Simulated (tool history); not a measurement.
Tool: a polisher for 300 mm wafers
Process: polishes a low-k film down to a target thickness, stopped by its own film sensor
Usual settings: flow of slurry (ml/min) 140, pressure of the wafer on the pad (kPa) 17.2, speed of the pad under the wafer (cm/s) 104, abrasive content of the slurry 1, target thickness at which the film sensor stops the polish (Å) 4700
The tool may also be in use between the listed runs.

run,hour,flow of slurry (ml/min),pressure of the wafer on the pad (kPa),speed of the pad under the wafer (cm/s),abrasive content of the slurry,target thickness at which the film sensor stops the polish (Å),wafers since the last listed run,wafers polished on this pad,hours since the slurry nozzle was cleaned,hours since the head pressure was calibrated,hours since the slurry blender was calibrated,hours since the conditioning disc was replaced,"incoming thickness of the incoming film, nm",time until the film sensor stopped the polish (s)
1,0,140,17.2,104,1.15,4700,0,57,482.8,535.4,260.8,317.5,513.8,103.8
# hour 69.6: worn pad replaced by a new one
2,89.5,140,17.2,116,1,4700,1037,241,572.3,624.9,350.3,407,512.9,98.6
3,118.3,140,17.2,116,1,4700,349,590,601.1,653.7,379.1,435.8,512.1,95.7
# hour 123.8: slurry nozzle cleaned
# hour 129.8: head pressure recalibrated
# hour 136.5: worn pad replaced by a new one
4,138.6,140,17.2,116,1,4700,161,25,14.8,8.8,399.4,456.1,506.3,84.7
# hour 141.2: conditioning disc replaced and pad reconditioned
5,156.2,140,17.2,104,1,4700,189,215,32.4,26.4,417,15,510.3,97.8
6,169.8,140,14.5,104,1,4700,165,380,46,40,430.6,28.6,517,137.7
7,193.6,140,17.2,104,1,4700,288,669,69.8,63.8,454.4,52.4,508,94.3
# hour 202.4: slurry blender recalibrated
# hour 209.8: worn pad replaced by a new one
8,222.7,140,17.2,104,0.8,4700,280,156,98.9,92.9,20.3,81.5,503.3,90.2
9,252.3,140,17.2,104,1,4700,359,516,128.5,122.5,49.9,111.1,513.6,108
# hour 279.8: worn pad replaced by a new one
10,280.6,140,17.2,120,1.3,4630,294,9,156.8,150.8,78.2,139.4,517.6,108.8
11,295.3,140,17.2,124,1.1,4700,178,187,171.5,165.5,92.9,154.1,514.3,93.5
12,311.4,140,15.2,104,1,4700,195,383,187.6,181.6,109,170.2,503.7,94.6
13,331.7,140,17.2,104,1,4700,246,629,207.9,201.9,129.3,190.5,507,91.2
# hour 359.5: worn pad replaced by a new one
14,363.9,140,17.2,74,0.9,4700,342,53,240.1,234.1,161.5,222.7,511.3,140.7

3 ways to go on from here, each from the tool as it stands after run 14. What would each give?
A,364.3,140,17.2,104,1,4700,4,58,240.5,234.5,161.9,223.1,509.6,?
B,364.3,165,19.3,72,1,4580,4,58,240.5,234.5,161.9,223.1,509.6,?
C,364.3,140,17.2,72,1,4700,4,58,240.5,234.5,161.9,223.1,509.6,?

run,time until the film sensor stopped the polish (s)
A,99
B,147.2
C,130.4
Without the tool's hidden state the same runs would have given:
run,time until the film sensor stopped the polish (s)
A,99
B,147.2
C,130.4
